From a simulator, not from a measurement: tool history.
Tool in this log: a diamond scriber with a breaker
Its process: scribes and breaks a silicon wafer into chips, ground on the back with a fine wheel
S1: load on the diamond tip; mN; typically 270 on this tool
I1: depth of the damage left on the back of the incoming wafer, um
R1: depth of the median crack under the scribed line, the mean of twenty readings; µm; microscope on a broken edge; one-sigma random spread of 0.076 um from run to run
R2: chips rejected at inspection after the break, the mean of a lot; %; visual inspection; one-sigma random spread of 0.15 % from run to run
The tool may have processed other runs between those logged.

run	hour	S1	I1	R1	R2
1	0.0	308	1.80	8.42	6.28
2	49.8	308	1.54	8.35	5.73
3	78.0	308	1.96	8.30	5.90
4	138.5	270	2.05	7.22	4.32
5	198.9	270	2.00	7.27	4.33
6	229.6	270	2.38	7.13	6.28
7	270.4	270	2.47	7.29	7.11
8	329.4	224	2.57	5.85	27.28
9	375.4	213	2.93	5.45	42.37
10	432.7	270	2.59	6.78	10.28
# hour 441.5: load on the tip recalibrated
# hour 452.4: diamond tip replaced by a new one, of another model than before
11	476.8	325	2.95	8.54	10.27
12	518.9	240	2.93	6.95	10.75
13	552.1	270	1.76	7.50	3.03
14	604.8	294	2.59	7.86	6.28
15	668.9	214	2.15	6.27	14.68
16	710.5	321	2.92	8.48	9.50
17	768.4	270	2.33	7.42	5.03

Below are 3 alternative next runs, each starting from the tool's condition after run 17. Predict each:
A	768.9	313	1.90	?	?
B	768.9	230	1.90	?	?
C	768.9	196	1.90	?	?

run	R1	R2
A	8.21	5.39
B	6.56	9.84
C	5.82	23.02
Stripped of hidden state, with their random variation kept, the same runs would have yielded:
run	R1	R2
A	8.39	6.52
B	6.70	8.16
C	5.95	20.21
